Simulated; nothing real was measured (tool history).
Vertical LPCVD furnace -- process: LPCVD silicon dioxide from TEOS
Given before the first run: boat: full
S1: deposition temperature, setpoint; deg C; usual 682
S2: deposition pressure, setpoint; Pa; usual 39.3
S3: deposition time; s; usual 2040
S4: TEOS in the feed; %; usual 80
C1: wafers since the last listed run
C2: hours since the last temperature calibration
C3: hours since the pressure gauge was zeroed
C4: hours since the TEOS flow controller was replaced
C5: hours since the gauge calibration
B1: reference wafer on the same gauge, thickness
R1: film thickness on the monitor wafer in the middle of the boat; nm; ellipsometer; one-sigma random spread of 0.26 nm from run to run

run,hour,S1,S2,S3,S4,C1,C2,C3,C4,C5,B1,R1
1,0.0,682,32.7,2040,80,0,4688.9,4347.0,2585.1,588.5,191.00,157.78
2,30.0,682,32.7,2040,80,509,4718.9,4377.0,2615.1,618.5,191.03,157.80
3,64.4,682,32.7,2040,80,584,4753.3,4411.4,2649.5,652.9,191.03,157.65
4,88.7,682,39.3,2040,80,413,4777.6,4435.7,2673.8,677.2,190.94,174.30
5,138.9,682,39.3,2040,80,853,4827.8,4485.9,2724.0,727.4,190.98,174.75
6,175.0,682,39.3,2040,80,613,4863.9,4522.0,2760.1,763.5,191.00,175.02
7,217.1,682,39.3,2040,80,715,4906.0,4564.1,2802.2,805.6,190.93,174.96
# hour 260.9: thermocouples replaced and temperature profile calibrated
8,261.4,682,39.3,1620,80,345,0.5,4608.4,2846.5,849.9,190.97,134.64
# hour 268.7: gauge calibrated
9,314.4,682,39.3,1620,80,900,53.5,4661.4,2899.5,45.7,190.87,134.31
10,367.4,682,39.3,2040,80,900,106.5,4714.4,2952.5,98.7,190.99,169.36
# hour 403.0: pressure gauge zeroed
11,413.5,682,34.7,2400,68,375,152.6,10.5,2998.6,144.8,190.97,177.53
12,465.3,682,39.3,2040,72,880,204.4,62.3,3050.4,196.6,191.10,165.49
# hour 516.7: TEOS flow controller replaced
13,529.3,682,39.3,2040,80,679,268.4,126.3,12.6,260.6,191.05,173.99
14,587.7,685,39.3,1560,80,992,326.8,184.7,71.0,319.0,190.96,142.94
15,624.5,693,39.3,2040,73,625,363.6,221.5,107.8,355.8,190.97,215.78
16,688.2,675,30.0,2040,80,1082,427.3,285.2,171.5,419.5,190.93,127.63
17,752.6,682,36.7,2310,80,1094,491.7,349.6,235.9,483.9,191.00,190.07
18,819.5,682,39.3,2040,80,1137,558.6,416.5,302.8,550.8,190.93,173.48

What if the next run were any one of these 5? Each begins from the tool's condition after run 18:
A,824.6,682,39.3,2040,80,86,563.7,421.6,307.9,555.9,?,?
B,824.6,682,43.3,2820,92,86,563.7,421.6,307.9,555.9,?,?
C,824.6,672,30.7,2670,75,86,563.7,421.6,307.9,555.9,?,?
D,824.6,678,34.0,2040,80,86,563.7,421.6,307.9,555.9,?,?
E,824.6,682,42.7,2490,80,86,563.7,421.6,307.9,555.9,?,?

run,B1,R1
A,191.02,173.35
B,191.02,269.86
C,191.02,151.76
D,191.02,146.16
E,191.02,220.46
What these runs would have given with no unlogged condition in the tool:
run,R1
A,172.64
B,268.63
C,151.34
D,145.67
E,219.47

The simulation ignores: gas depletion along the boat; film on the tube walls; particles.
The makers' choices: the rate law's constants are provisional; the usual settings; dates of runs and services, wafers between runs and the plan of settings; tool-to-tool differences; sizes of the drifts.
